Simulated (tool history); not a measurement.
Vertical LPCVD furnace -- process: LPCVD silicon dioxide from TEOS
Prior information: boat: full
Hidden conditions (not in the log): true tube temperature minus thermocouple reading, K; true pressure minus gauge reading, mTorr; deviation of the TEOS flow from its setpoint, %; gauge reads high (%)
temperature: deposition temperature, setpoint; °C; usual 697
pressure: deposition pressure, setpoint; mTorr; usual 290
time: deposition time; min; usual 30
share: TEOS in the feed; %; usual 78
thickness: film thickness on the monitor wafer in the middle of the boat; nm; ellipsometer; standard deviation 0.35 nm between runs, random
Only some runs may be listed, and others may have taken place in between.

run	hour	temperature	pressure	time	share	wafers since the last listed run	hours since the last temperature calibration	hours since the pressure gauge was zeroed	hours since the TEOS flow controller was replaced	hours since the gauge calibration	read-back reference wafer on the same gauge, thickness	thickness
1	0	697	290	30	78	0	4034.8	1786.2	4485.2	107	177.93	229.05
2	32.6	697	290	30	78	667	4067.4	1818.8	4517.8	139.6	178.01	229.28
3	55.9	697	290	30	78	476	4090.7	1842.1	4541.1	162.9	178.06	229.62
4	75.3	697	290	30	78	397	4110.1	1861.5	4560.5	182.3	178.02	228.93
5	101.4	697	290	30	78	534	4136.2	1887.6	4586.6	208.4	177.99	229.03
6	115	697	290	30	78	278	4149.8	1901.2	4600.2	222	178.02	229.41
# hour 147: TEOS flow controller replaced
# hour 147.3: gauge calibrated
# hour 157.9: pressure gauge zeroed
7	158.4	697	290	30	78	173	4193.2	0.5	11.4	11.1	178.02	228.97
# hour 212.6: thermocouples replaced and temperature profile calibrated
8	213.1	697	290	30	78	628	0.5	55.2	66.1	65.8	177.99	210.21
9	227.8	697	290	37	89	300	15.2	69.9	80.8	80.5	178.07	277.16
10	254.1	697	330	30	78	538	41.5	96.2	107.1	106.8	178.01	224.65
11	271.8	697	290	30	78	362	59.2	113.9	124.8	124.5	177.94	210.13
12	291.2	704	290	30	71	397	78.6	133.3	144.2	143.9	178.11	237.58
13	310.7	706	290	30	78	399	98.1	152.8	163.7	163.4	177.92	260.29
14	333.7	697	325	30	78	470	121.1	175.8	186.7	186.4	178.11	223.4
15	365.1	692	320	30	83	642	152.5	207.2	218.1	217.8	178.03	204.52
16	386.6	697	290	30	78	440	174	228.7	239.6	239.3	177.97	212.19

3 ways to go on from here, each from the tool as it stands after run 16. What would each give?
# hour 388.3: gauge calibrated
A	390.5	697	290	30	78	79	177.9	232.6	243.5	2.2	?	?
# hour 388.3: gauge calibrated
B	390.5	697	290	30	89	79	177.9	232.6	243.5	2.2	?	?
# hour 388.3: gauge calibrated
C	390.5	697	340	30	88	79	177.9	232.6	243.5	2.2	?	?

run	read-back reference wafer on the same gauge, thickness	thickness
A	178.03	212.39
B	178.03	226.87
C	178.03	244.26
Without the tool's unlogged condition, the same runs would have read:
run	thickness
A	208.07
B	222.26
C	239.3
